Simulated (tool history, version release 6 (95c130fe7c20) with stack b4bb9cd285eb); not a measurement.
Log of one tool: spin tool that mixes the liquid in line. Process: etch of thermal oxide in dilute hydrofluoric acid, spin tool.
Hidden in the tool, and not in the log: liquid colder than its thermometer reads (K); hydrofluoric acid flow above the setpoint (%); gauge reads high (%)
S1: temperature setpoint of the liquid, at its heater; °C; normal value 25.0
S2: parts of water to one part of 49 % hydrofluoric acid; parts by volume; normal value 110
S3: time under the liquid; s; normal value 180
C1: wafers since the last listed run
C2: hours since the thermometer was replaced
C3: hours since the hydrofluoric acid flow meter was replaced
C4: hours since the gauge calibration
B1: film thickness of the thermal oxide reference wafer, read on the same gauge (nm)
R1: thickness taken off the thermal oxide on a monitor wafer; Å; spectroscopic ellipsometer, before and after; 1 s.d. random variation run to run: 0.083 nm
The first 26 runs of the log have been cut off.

run 27 hour=1350.4 | S1=25.0 S2=110 S3=180 | C1=615 C2=512.3 C3=256.8 C4=518.4 | B1=120.01 | R1=85.1
run 28 hour=1413.9 | S1=25.0 S2=160 S3=120 | C1=600 C2=575.8 C3=320.3 C4=581.9 | B1=120.01 | R1=37.1
run 29 hour=1482.7 | S1=29.5 S2=80 S3=180 | C1=650 C2=644.6 C3=389.1 C4=650.7 | B1=119.99 | R1=144.9
run 30 hour=1549.6 | S1=25.0 S2=110 S3=180 | C1=632 C2=711.5 C3=456.0 C4=717.6 | B1=120.02 | R1=85.6
run 31 hour=1608.0 | S1=26.5 S2=65 S3=210 | C1=552 C2=769.9 C3=514.4 C4=776.0 | B1=120.02 | R1=186.6
run 32 hour=1633.1 | S1=25.0 S2=110 S3=100 | C1=237 C2=795.0 C3=539.5 C4=801.1 | B1=120.00 | R1=46.7
run 33 hour=1680.0 | S1=27.5 S2=150 S3=115 | C1=443 C2=841.9 C3=586.4 C4=848.0 | B1=120.04 | R1=41.4
-- hour=1714.7 thermometer replaced
run 34 hour=1771.2 | S1=21.5 S2=110 S3=220 | C1=852 C2=56.5 C3=677.6 C4=939.2 | B1=120.01 | R1=93.8

4 options for the next run, each taken on its own from the tool as it stands now. Forecast them:
run A hour=1771.7 | S1=20.0 S2=110 S3=180 | C1=4 C2=57.0 C3=678.1 C4=939.7 | B1=? | R1=?
run B hour=1771.7 | S1=25.0 S2=110 S3=215 | C1=4 C2=57.0 C3=678.1 C4=939.7 | B1=? | R1=?
run C hour=1771.7 | S1=23.0 S2=110 S3=120 | C1=4 C2=57.0 C3=678.1 C4=939.7 | B1=? | R1=?
run D hour=1771.7 | S1=29.0 S2=110 S3=180 | C1=4 C2=57.0 C3=678.1 C4=939.7 | B1=? | R1=?

run=A B1=120.00 R1=71.2
run=B B1=120.00 R1=103.9
run=C B1=120.00 R1=53.6
run=D B1=120.00 R1=101.4
Had the tool no hidden state, the same runs would have come out as:
run=A R1=71.7
run=B R1=104.5
run=C R1=53.9
run=D R1=101.9
